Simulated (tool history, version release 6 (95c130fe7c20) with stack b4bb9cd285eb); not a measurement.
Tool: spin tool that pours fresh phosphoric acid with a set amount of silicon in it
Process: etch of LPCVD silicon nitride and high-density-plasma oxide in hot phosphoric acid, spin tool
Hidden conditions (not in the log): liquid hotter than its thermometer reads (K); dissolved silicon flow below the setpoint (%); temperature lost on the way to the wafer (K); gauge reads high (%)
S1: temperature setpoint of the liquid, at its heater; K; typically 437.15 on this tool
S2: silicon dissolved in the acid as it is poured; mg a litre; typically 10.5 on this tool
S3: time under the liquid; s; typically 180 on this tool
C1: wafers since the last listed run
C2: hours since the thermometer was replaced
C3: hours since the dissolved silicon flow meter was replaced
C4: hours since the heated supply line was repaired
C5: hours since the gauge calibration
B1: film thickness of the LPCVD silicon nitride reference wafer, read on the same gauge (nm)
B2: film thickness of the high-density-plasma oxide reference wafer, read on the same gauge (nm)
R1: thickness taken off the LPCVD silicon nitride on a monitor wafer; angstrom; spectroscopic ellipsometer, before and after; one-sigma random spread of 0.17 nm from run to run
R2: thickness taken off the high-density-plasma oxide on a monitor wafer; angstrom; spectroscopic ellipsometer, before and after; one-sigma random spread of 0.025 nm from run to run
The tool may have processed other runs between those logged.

| run | day | S1 | S2 | S3 | C1 | C2 | C3 | C4 | C5 | B1 | B2 | R1 | R2 |
|---|---|---|---|---|---|---|---|---|---|---|---|---|---|
| 1 | 0.000 | 437.15 | 10.5 | 255 | 0 | 11.2 | 56.8 | 1616.2 | 14.9 | 120.00 | 30.008 | 335.3 | 14.75 |
|  | 0.354 | heated supply line repaired |
| 2 | 2.125 | 437.15 | 10.5 | 255 | 421 | 62.2 | 107.8 | 42.5 | 65.9 | 119.98 | 30.002 | 334.5 | 15.10 |
| 3 | 4.867 | 437.15 | 10.5 | 255 | 554 | 128.0 | 173.6 | 108.3 | 131.7 | 120.01 | 30.028 | 330.8 | 14.41 |
| 4 | 6.171 | 437.15 | 10.5 | 180 | 263 | 159.3 | 204.9 | 139.6 | 163.0 | 120.02 | 29.985 | 234.6 | 9.82 |
| 5 | 7.946 | 437.15 | 10.5 | 180 | 359 | 201.9 | 247.5 | 182.2 | 205.6 | 120.00 | 30.020 | 234.5 | 10.48 |
| 6 | 10.829 | 435.65 | 8.0 | 265 | 583 | 271.1 | 316.7 | 251.4 | 274.8 | 120.00 | 29.999 | 333.8 | 14.62 |
| 7 | 18.346 | 439.15 | 17.5 | 135 | 1520 | 451.5 | 497.1 | 431.8 | 455.2 | 119.99 | 29.962 | 192.1 | 7.66 |
| 8 | 19.958 | 434.65 | 6.5 | 270 | 326 | 490.2 | 535.8 | 470.5 | 493.9 | 120.02 | 29.961 | 328.1 | 14.76 |
| 9 | 22.425 | 434.65 | 2.0 | 180 | 499 | 549.4 | 595.0 | 529.7 | 553.1 | 120.00 | 29.994 | 219.8 | 10.54 |
| 10 | 24.325 | 439.15 | 17.5 | 135 | 384 | 595.0 | 640.6 | 575.3 | 598.7 | 120.03 | 30.032 | 195.3 | 7.59 |
| 11 | 26.642 | 434.65 | 18.0 | 285 | 468 | 650.6 | 696.2 | 630.9 | 654.3 | 120.01 | 30.010 | 352.1 | 11.84 |
| 12 | 28.200 | 439.15 | 15.5 | 225 | 315 | 688.0 | 733.6 | 668.3 | 691.7 | 119.98 | 29.968 | 319.6 | 14.04 |
| 13 | 31.138 | 437.15 | 15.5 | 180 | 594 | 758.5 | 804.1 | 738.8 | 762.2 | 119.97 | 29.985 | 243.6 | 9.39 |
| 14 | 33.504 | 437.15 | 10.5 | 180 | 478 | 815.3 | 860.9 | 795.6 | 819.0 | 120.00 | 30.034 | 242.9 | 10.92 |

Run 15 has not been measured yet. What should we expect?
| 15 | 34.542 | 438.65 | 5.0 | 285 | 209 | 840.2 | 885.8 | 820.5 | 843.9 | ? | ? | ? | ? |

{"run 15": {"B1": 119.99, "B2": 29.976, "R1": 407.7, "R2": 22.78}}
Take away the tool's hidden state, keep the run-to-run variation as it was, and the same run would have given R1 392.2 angstrom, R2 20.90 angstrom.

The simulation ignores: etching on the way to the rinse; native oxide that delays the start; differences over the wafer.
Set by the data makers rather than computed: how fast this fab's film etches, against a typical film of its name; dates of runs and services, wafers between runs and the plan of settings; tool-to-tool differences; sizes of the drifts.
